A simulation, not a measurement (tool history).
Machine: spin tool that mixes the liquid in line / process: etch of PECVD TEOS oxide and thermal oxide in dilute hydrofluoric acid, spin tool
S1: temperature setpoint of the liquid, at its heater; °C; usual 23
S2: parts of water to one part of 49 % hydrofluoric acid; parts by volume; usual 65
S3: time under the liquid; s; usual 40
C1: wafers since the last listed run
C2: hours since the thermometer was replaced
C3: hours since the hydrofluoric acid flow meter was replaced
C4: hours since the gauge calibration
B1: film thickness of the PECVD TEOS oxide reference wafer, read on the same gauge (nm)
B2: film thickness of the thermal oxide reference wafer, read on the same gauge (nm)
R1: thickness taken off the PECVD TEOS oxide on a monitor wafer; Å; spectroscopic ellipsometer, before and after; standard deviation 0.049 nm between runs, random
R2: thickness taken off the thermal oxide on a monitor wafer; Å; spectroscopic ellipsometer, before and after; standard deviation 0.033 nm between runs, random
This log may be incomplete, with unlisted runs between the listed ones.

run	hour	S1	S2	S3	C1	C2	C3	C4	B1	B2	R1	R2
1	0	23	65	40	0	2012.3	845	3178.3	90.02	140.007	88	31.12
2	68.2	23	65	40	615	2080.5	913.2	3246.5	90	140.004	87.5	31.17
# hour 161: hydrofluoric acid flow meter replaced
3	172.6	23	65	40	933	2184.9	11.6	3350.9	90	139.992	84.7	29.83
4	212.3	23	65	40	358	2224.6	51.3	3390.6	89.99	139.991	84.9	30.07
5	267	19.5	65	55	493	2279.3	106	3445.3	89.98	140.013	100.8	35.93
6	311.2	28	40	50	399	2323.5	150.2	3489.5	90.01	140.002	221.5	77.09
7	398.9	23	65	55	792	2411.2	237.9	3577.2	89.99	140.019	118.1	41.41
8	527.3	23	65	35	1159	2539.6	366.3	3705.6	90	140.012	75.5	26.72
9	630.5	18.5	65	55	932	2642.8	469.5	3808.8	90.02	140.01	98.5	34.6
10	723.6	19	40	30	840	2735.9	562.6	3901.9	90.02	139.981	92.5	32.04
11	822.9	19.5	65	40	896	2835.2	661.9	4001.2	90	140.029	75.1	26.63
# hour 924: thermometer replaced
12	1110.1	23	65	40	2584	186.1	949.1	4288.4	90	140.014	87.8	30.59
# hour 1145.8: gauge calibrated
# hour 1176.9: hydrofluoric acid flow meter replaced
13	1178.6	23	65	40	609	254.6	1.7	32.8	90	140.007	85	30.2
14	1279.5	26.5	75	40	911	355.5	102.6	133.7	90	140.011	85.2	29.19
15	1319.7	23	35	40	363	395.7	142.8	173.9	89.99	140.004	165.4	57.48
16	1362.9	20	80	20	390	438.9	186	217.1	89.98	140.006	30.2	10.74
17	1459.5	23	65	40	872	535.5	282.6	313.7	89.99	139.996	86.4	30.03
18	1559.6	28	65	40	904	635.6	382.7	413.8	90.02	140.015	104.6	36.99
19	1603.6	21	65	60	397	679.6	426.7	457.8	90	140.012	118.9	42.86
20	1708.2	21	55	20	944	784.2	531.3	562.4	90	139.996	48.2	16.91
21	1809.5	23	45	40	914	885.5	632.6	663.7	90.03	139.996	129.3	45.4
22	1910.8	23	65	40	914	986.8	733.9	765	89.99	140.004	87.3	30.9
23	1956.3	26.5	85	40	410	1032.3	779.4	810.5	90	139.999	74.5	26.36
24	2003	27	35	65	421	1079	826.1	857.2	90.01	139.986	324.4	114.1
25	2063.5	28	80	55	546	1139.5	886.6	917.7	90.02	139.983	117.7	40.91

5 ways to go on from here, each from the tool as it stands after run 25. What would each give?
A	2063.9	23	80	40	3	1139.9	887	918.1	?	?	?	?
B	2063.9	24.5	55	50	3	1139.9	887	918.1	?	?	?	?
C	2063.9	19.5	80	40	3	1139.9	887	918.1	?	?	?	?
D	2063.9	26.5	65	40	3	1139.9	887	918.1	?	?	?	?
E	2063.9	23	55	60	3	1139.9	887	918.1	?	?	?	?

run	B1	B2	R1	R2
A	89.99	139.981	69.5	24.3
B	89.99	139.981	138.6	48.46
C	89.99	139.981	60.1	21.03
D	89.99	139.981	100.4	35.09
E	89.99	139.981	156.4	54.67
Stripped of hidden state, with their random variation kept, the same runs would have yielded:
run	R1	R2
A	67.4	23.57
B	134.5	47.03
C	58.4	20.4
D	97.4	34.05
E	151.8	53.07

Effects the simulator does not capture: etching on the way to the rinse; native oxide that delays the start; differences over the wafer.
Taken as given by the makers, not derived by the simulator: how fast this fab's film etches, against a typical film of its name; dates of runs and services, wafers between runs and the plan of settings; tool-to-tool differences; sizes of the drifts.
